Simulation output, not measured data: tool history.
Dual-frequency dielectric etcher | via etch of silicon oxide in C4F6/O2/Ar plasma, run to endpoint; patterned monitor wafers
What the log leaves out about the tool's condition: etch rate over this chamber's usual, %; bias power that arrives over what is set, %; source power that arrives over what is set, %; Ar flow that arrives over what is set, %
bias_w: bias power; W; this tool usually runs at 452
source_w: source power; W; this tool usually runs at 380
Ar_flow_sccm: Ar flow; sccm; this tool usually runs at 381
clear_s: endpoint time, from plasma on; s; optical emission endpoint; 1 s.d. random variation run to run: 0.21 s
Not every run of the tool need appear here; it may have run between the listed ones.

run	day	bias_w	source_w	Ar_flow_sccm	wafers since the last listed run	hours since the last wet clean	hours since the last bias power generator calibration	hours since the last source power generator calibration	hours since the last Ar flow controller change	hours since the last upper electrode change	incoming incoming film thickness, nm	clear_s
1	0	452	340	381	0	243.7	1210.6	1123.3	2927.8	4943.2	139	33.2
2	1.404	452	380	381	356	277.4	1244.3	1157	2961.5	4976.9	140.5	31.9
3	1.946	452	380	381	137	290.4	1257.3	1170	2974.5	4989.9	139.7	31.9
4	3.283	452	380	381	339	322.5	1289.4	1202.1	3006.6	5022	141.2	32.1
5	4.475	526	380	381	302	351.1	1318	1230.7	3035.2	5050.6	140.8	30.3
6	5.362	526	380	381	225	372.4	1339.3	1252	3056.5	5071.9	139.2	30.2
7	6.167	452	380	401	203	391.7	1358.6	1271.3	3075.8	5091.2	140.3	32
# day 7.35: wet clean of the chamber
8	7.371	452	380	401	51	0.5	1387.5	1300.2	3104.7	5120.1	138.6	31.9
9	8.454	452	380	401	274	26.5	1413.5	1326.2	3130.7	5146.1	139.3	31.9
# day 10.1: upper electrode replaced
10	10.779	452	320	381	336	82.3	1469.3	1382	3186.5	16.3	140.8	34.7
11	12.033	452	320	381	318	112.4	1499.4	1412.1	3216.6	46.4	138.9	34
12	13.008	452	320	381	247	135.8	1522.8	1435.5	3240	69.8	139.8	34.2
13	13.788	452	380	381	197	154.5	1541.5	1454.2	3258.7	88.5	138.9	31.9
14	14.846	452	420	381	268	179.9	1566.9	1479.6	3284.1	113.9	139.8	30.3
15	15.367	452	380	349	132	192.4	1579.4	1492.1	3296.6	126.4	140.4	31.8
16	15.996	547	290	347	159	207.5	1594.5	1507.2	3311.7	141.5	140.4	32.9
17	16.754	486	410	407	192	225.7	1612.7	1525.4	3329.9	159.7	140.3	30.3
# day 17.221: bias power generator calibrated
18	20.621	356	320	381	938	318.5	81.6	1618.2	3422.7	252.5	138.6	36.4
19	21.396	452	380	381	196	337.1	100.2	1636.8	3441.3	271.1	140.9	32.1
# day 21.871: source power generator calibrated
20	22.55	452	380	381	250	364.8	127.9	16.3	3469	298.8	138.9	31.5
# day 24.104: Ar flow controller replaced
# day 24.542: wet clean of the chamber
21	24.562	391	380	381	335	0.5	176.2	64.6	11	347.1	139.2	32.7
22	24.579	554	460	330	4	0.9	176.6	65	11.4	347.5	139.2	26.8
23	25.396	452	470	381	207	20.5	196.2	84.6	31	367.1	138.9	29.2
24	26.054	397	380	381	166	36.3	212	100.4	46.8	382.9	138.5	32.5
25	26.971	489	420	291	232	58.3	234	122.4	68.8	404.9	140.3	29
26	28.104	538	380	335	287	85.5	261.2	149.6	96	432.1	139.5	29.4
27	29.312	452	380	381	306	114.5	290.2	178.6	125	461.1	138.7	31.2
28	30.221	452	350	381	230	136.3	312	200.4	146.8	482.9	140.5	33.1
29	31.692	452	380	381	373	171.6	347.3	235.7	182.1	518.2	138.3	31.7
30	32.642	382	380	470	240	194.4	370.1	258.5	204.9	541	139.9	34.2

Exercise: give the hidden state of the tool at every run:
etch rate over this chamber's usual, %: 0 on each run
bias power that arrives over what is set, %: 0 on each run
source power that arrives over what is set, %: 0 on each run
Ar flow that arrives over what is set, %: 0 on each run
